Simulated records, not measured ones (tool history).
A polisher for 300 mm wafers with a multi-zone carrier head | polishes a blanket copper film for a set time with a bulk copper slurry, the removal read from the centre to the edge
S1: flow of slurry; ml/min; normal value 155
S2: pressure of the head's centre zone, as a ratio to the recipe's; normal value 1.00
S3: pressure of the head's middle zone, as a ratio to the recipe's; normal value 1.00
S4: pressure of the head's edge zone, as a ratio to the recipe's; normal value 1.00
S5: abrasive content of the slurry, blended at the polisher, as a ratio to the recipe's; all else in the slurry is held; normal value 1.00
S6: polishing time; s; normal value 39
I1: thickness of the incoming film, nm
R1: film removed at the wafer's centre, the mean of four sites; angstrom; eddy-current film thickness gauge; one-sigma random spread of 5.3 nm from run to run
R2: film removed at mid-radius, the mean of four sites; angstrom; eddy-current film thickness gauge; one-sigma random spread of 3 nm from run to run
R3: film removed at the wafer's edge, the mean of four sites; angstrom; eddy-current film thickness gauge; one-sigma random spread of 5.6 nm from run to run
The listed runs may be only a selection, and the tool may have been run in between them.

{"run": 1, "hour": 0.0, "S1": 155, "S2": 1.0, "S3": 1.0, "S4": 1.0, "S5": 1.0, "S6": 39, "I1": 3141.7, "R1": 3473, "R2": 3541, "R3": 3589}
{"run": 2, "hour": 13.6, "S1": 155, "S2": 1.0, "S3": 1.0, "S4": 1.0, "S5": 1.1, "S6": 35, "I1": 3126.5, "R1": 3211, "R2": 3307, "R3": 3346}
{"run": 3, "hour": 28.3, "S1": 155, "S2": 1.0, "S3": 1.0, "S4": 1.0, "S5": 1.1, "S6": 35, "I1": 3066.5, "R1": 3152, "R2": 3270, "R3": 3372}
{"run": 4, "hour": 39.4, "S1": 155, "S2": 1.0, "S3": 1.0, "S4": 0.96, "S5": 1.0, "S6": 39, "I1": 3127.3, "R1": 3314, "R2": 3547, "R3": 3552}
{"hour": 46.8, "done": "worn pad replaced by a new one"}
{"run": 5, "hour": 47.3, "S1": 155, "S2": 1.0, "S3": 1.0, "S4": 0.96, "S5": 1.0, "S6": 39, "I1": 3132.7, "R1": 3343, "R2": 3533, "R3": 3499}
{"run": 6, "hour": 55.3, "S1": 155, "S2": 1.0, "S3": 1.0, "S4": 1.0, "S5": 1.0, "S6": 39, "I1": 3106.8, "R1": 3399, "R2": 3489, "R3": 3565}
{"run": 7, "hour": 68.7, "S1": 155, "S2": 1.0, "S3": 1.0, "S4": 1.0, "S5": 1.0, "S6": 39, "I1": 3040.6, "R1": 3449, "R2": 3438, "R3": 3621}
{"run": 8, "hour": 79.6, "S1": 155, "S2": 1.0, "S3": 1.0, "S4": 1.0, "S5": 1.0, "S6": 39, "I1": 3119.1, "R1": 3266, "R2": 3486, "R3": 3486}
{"hour": 94.6, "done": "carrier head's membrane replaced by a new one"}
{"run": 9, "hour": 100.9, "S1": 125, "S2": 1.09, "S3": 0.9, "S4": 1.0, "S5": 0.85, "S6": 39, "I1": 3111.6, "R1": 3119, "R2": 2840, "R3": 3300}
{"run": 10, "hour": 111.4, "S1": 155, "S2": 1.0, "S3": 1.0, "S4": 1.0, "S5": 1.0, "S6": 39, "I1": 3111.7, "R1": 3247, "R2": 3388, "R3": 3533}
{"hour": 117.9, "done": "slurry nozzle cleaned"}
{"hour": 121.3, "done": "centre zone pressure recalibrated"}
{"run": 11, "hour": 125.0, "S1": 205, "S2": 1.05, "S3": 1.0, "S4": 1.08, "S5": 1.0, "S6": 45, "I1": 3145.1, "R1": 3737, "R2": 3824, "R3": 4145}
{"run": 12, "hour": 131.9, "S1": 180, "S2": 0.97, "S3": 1.11, "S4": 1.0, "S5": 1.25, "S6": 39, "I1": 3130.8, "R1": 3049, "R2": 3575, "R3": 3571}
{"hour": 137.4, "done": "worn pad replaced by a new one"}
{"run": 13, "hour": 142.3, "S1": 195, "S2": 1.0, "S3": 1.0, "S4": 1.0, "S5": 0.9, "S6": 39, "I1": 3095.9, "R1": 3068, "R2": 3152, "R3": 3262}
{"run": 14, "hour": 157.6, "S1": 155, "S2": 0.93, "S3": 1.0, "S4": 1.0, "S5": 1.0, "S6": 39, "I1": 3109.3, "R1": 2684, "R2": 2941, "R3": 3193}
{"run": 15, "hour": 163.7, "S1": 140, "S2": 1.0, "S3": 1.06, "S4": 1.0, "S5": 1.25, "S6": 39, "I1": 3117.2, "R1": 2772, "R2": 3033, "R3": 3316}
{"hour": 171.0, "done": "edge zone pressure recalibrated"}
{"run": 16, "hour": 171.5, "S1": 155, "S2": 1.0, "S3": 1.0, "S4": 1.05, "S5": 1.0, "S6": 39, "I1": 3115.2, "R1": 2741, "R2": 2913, "R3": 3291}

The next listed run, before its measurement:
{"hour": 178.5, "done": "slurry nozzle cleaned, repeated, since the last time left the tool worse"}
{"run": 17, "hour": 187.9, "S1": 155, "S2": 1.0, "S3": 1.0, "S4": 1.0, "S5": 1.0, "S6": 39, "I1": 3089.6, "R1": "?", "R2": "?", "R3": "?"}

R1: 3610 angstrom
R2: 3690 angstrom
R3: 3716 angstrom
On a tool with no hidden condition, and with the same random variation, this run would have come out at R1 3672 angstrom, R2 3747 angstrom, R3 3757 angstrom.
